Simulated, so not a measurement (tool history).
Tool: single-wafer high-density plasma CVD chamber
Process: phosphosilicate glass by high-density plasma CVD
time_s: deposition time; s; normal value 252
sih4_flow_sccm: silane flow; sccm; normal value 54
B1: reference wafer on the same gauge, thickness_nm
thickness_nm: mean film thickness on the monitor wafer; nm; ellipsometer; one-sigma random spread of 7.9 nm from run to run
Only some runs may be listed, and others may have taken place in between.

run 1 day=0 | time_s=252 sih4_flow_sccm=54 | B1=1462.223 | thickness_nm=1402.879
run 2 day=2.108 | time_s=252 sih4_flow_sccm=54 | B1=1459.85 | thickness_nm=1410.877
run 3 day=3.321 | time_s=252 sih4_flow_sccm=54 | B1=1461.084 | thickness_nm=1394.085
run 4 day=4.458 | time_s=252 sih4_flow_sccm=54 | B1=1461.271 | thickness_nm=1411.805
-- day=5.938 gauge calibrated
run 5 day=6.954 | time_s=252 sih4_flow_sccm=54 | B1=1460.056 | thickness_nm=1407.056
run 6 day=9.192 | time_s=222 sih4_flow_sccm=54 | B1=1459.753 | thickness_nm=1247.52
run 7 day=11.154 | time_s=252 sih4_flow_sccm=54 | B1=1460.528 | thickness_nm=1388.377
run 8 day=12.371 | time_s=252 sih4_flow_sccm=54 | B1=1462.051 | thickness_nm=1389.336
run 9 day=14.904 | time_s=252 sih4_flow_sccm=54 | B1=1462.024 | thickness_nm=1390.828
run 10 day=17.696 | time_s=252 sih4_flow_sccm=54 | B1=1459.413 | thickness_nm=1397.142
run 11 day=19.925 | time_s=252 sih4_flow_sccm=54 | B1=1459.882 | thickness_nm=1403.601
run 12 day=21.617 | time_s=252 sih4_flow_sccm=54 | B1=1461.383 | thickness_nm=1395.756
run 13 day=24.254 | time_s=252 sih4_flow_sccm=54 | B1=1458.846 | thickness_nm=1392.074
run 14 day=26.158 | time_s=252 sih4_flow_sccm=54 | B1=1458.483 | thickness_nm=1412.482
run 15 day=28.471 | time_s=252 sih4_flow_sccm=49 | B1=1462.907 | thickness_nm=1276.145
run 16 day=30.404 | time_s=252 sih4_flow_sccm=54 | B1=1459.301 | thickness_nm=1414.536
run 17 day=31.554 | time_s=218 sih4_flow_sccm=57 | B1=1463.29 | thickness_nm=1290.581
-- day=34.779 silane flow controller replaced
run 18 day=34.8 | time_s=252 sih4_flow_sccm=54 | B1=1460.633 | thickness_nm=1389.59
-- day=35.367 gauge calibrated
run 19 day=37.412 | time_s=278 sih4_flow_sccm=58 | B1=1459.252 | thickness_nm=1659.128
run 20 day=39.688 | time_s=302 sih4_flow_sccm=62 | B1=1461.667 | thickness_nm=1899.31
run 21 day=41.267 | time_s=213 sih4_flow_sccm=50 | B1=1460.49 | thickness_nm=1089.126
run 22 day=43.7 | time_s=237 sih4_flow_sccm=59 | B1=1460.259 | thickness_nm=1433.278
run 23 day=46.554 | time_s=204 sih4_flow_sccm=54 | B1=1461.023 | thickness_nm=1126.543
run 24 day=48.096 | time_s=252 sih4_flow_sccm=61 | B1=1461.436 | thickness_nm=1586.898

Below are 3 alternative next runs, each starting from the tool's condition after run 24. Predict each:
run A day=48.117 | time_s=252 sih4_flow_sccm=54 | B1=? | thickness_nm=?
run B day=48.117 | time_s=234 sih4_flow_sccm=59 | B1=? | thickness_nm=?
run C day=48.117 | time_s=252 sih4_flow_sccm=45 | B1=? | thickness_nm=?

run=A B1=1456.361 thickness_nm=1402.966
run=B B1=1456.361 thickness_nm=1423.38
run=C B1=1456.361 thickness_nm=1169.138
With the hidden condition removed and each run's random variation left untouched, the same runs would have given:
run=A thickness_nm=1402.966
run=B thickness_nm=1423.38
run=C thickness_nm=1169.138
